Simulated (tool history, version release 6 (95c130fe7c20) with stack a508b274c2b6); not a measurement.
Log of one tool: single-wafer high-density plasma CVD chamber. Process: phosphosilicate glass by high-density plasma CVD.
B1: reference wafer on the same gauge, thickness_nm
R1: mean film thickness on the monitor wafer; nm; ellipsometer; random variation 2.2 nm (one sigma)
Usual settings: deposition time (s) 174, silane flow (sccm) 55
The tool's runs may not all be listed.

{"run": 1, "day": 0.0, "deposition time (s)": 174, "silane flow (sccm)": 55, "B1": 972.049, "R1": 948.292}
{"day": 3.838, "done": "gauge calibrated"}
{"run": 2, "day": 3.983, "deposition time (s)": 174, "silane flow (sccm)": 59, "B1": 972.419, "R1": 994.603}
{"run": 3, "day": 11.779, "deposition time (s)": 174, "silane flow (sccm)": 59, "B1": 971.96, "R1": 996.142}
{"run": 4, "day": 13.45, "deposition time (s)": 174, "silane flow (sccm)": 53, "B1": 972.14, "R1": 922.12}
{"run": 5, "day": 15.904, "deposition time (s)": 196, "silane flow (sccm)": 55, "B1": 971.874, "R1": 1062.619}
{"run": 6, "day": 18.283, "deposition time (s)": 196, "silane flow (sccm)": 55, "B1": 972.43, "R1": 1065.821}
{"run": 7, "day": 21.354, "deposition time (s)": 174, "silane flow (sccm)": 55, "B1": 972.214, "R1": 944.833}
{"run": 8, "day": 23.092, "deposition time (s)": 193, "silane flow (sccm)": 52, "B1": 971.95, "R1": 1011.29}
{"run": 9, "day": 27.088, "deposition time (s)": 162, "silane flow (sccm)": 55, "B1": 971.99, "R1": 879.858}
{"day": 28.933, "done": "silane flow controller replaced"}
{"run": 10, "day": 29.575, "deposition time (s)": 206, "silane flow (sccm)": 65, "B1": 972.04, "R1": 1238.759}
{"run": 11, "day": 34.042, "deposition time (s)": 141, "silane flow (sccm)": 46, "B1": 971.995, "R1": 660.94}
{"run": 12, "day": 36.829, "deposition time (s)": 147, "silane flow (sccm)": 50, "B1": 971.999, "R1": 730.392}
{"run": 13, "day": 38.625, "deposition time (s)": 147, "silane flow (sccm)": 47, "B1": 972.032, "R1": 698.904}
{"day": 39.417, "done": "gauge calibrated"}
{"run": 14, "day": 41.517, "deposition time (s)": 205, "silane flow (sccm)": 44, "B1": 971.87, "R1": 933.139}
{"run": 15, "day": 43.029, "deposition time (s)": 174, "silane flow (sccm)": 55, "B1": 971.619, "R1": 933.41}
{"run": 16, "day": 53.967, "deposition time (s)": 195, "silane flow (sccm)": 55, "B1": 971.568, "R1": 1046.856}
{"run": 17, "day": 55.975, "deposition time (s)": 174, "silane flow (sccm)": 53, "B1": 971.784, "R1": 910.272}
{"run": 18, "day": 58.375, "deposition time (s)": 174, "silane flow (sccm)": 55, "B1": 972.008, "R1": 939.86}

4 ways to go on from here, each from the tool as it stands after run 18. What would each give?
{"run": "A", "day": 58.392, "deposition time (s)": 174, "silane flow (sccm)": 55, "B1": "?", "R1": "?"}
{"run": "B", "day": 58.392, "deposition time (s)": 145, "silane flow (sccm)": 60, "B1": "?", "R1": "?"}
{"run": "C", "day": 58.392, "deposition time (s)": 174, "silane flow (sccm)": 52, "B1": "?", "R1": "?"}
{"run": "D", "day": 58.392, "deposition time (s)": 164, "silane flow (sccm)": 61, "B1": "?", "R1": "?"}

run=A B1=972.055 R1=940.111
run=B B1=972.055 R1=836.211
run=C B1=972.055 R1=902.105
run=D B1=972.055 R1=957.724
Without the tool's hidden state the same runs would have given:
run=A R1=923.406
run=B R1=821.353
run=C R1=886.076
run=D R1=940.707

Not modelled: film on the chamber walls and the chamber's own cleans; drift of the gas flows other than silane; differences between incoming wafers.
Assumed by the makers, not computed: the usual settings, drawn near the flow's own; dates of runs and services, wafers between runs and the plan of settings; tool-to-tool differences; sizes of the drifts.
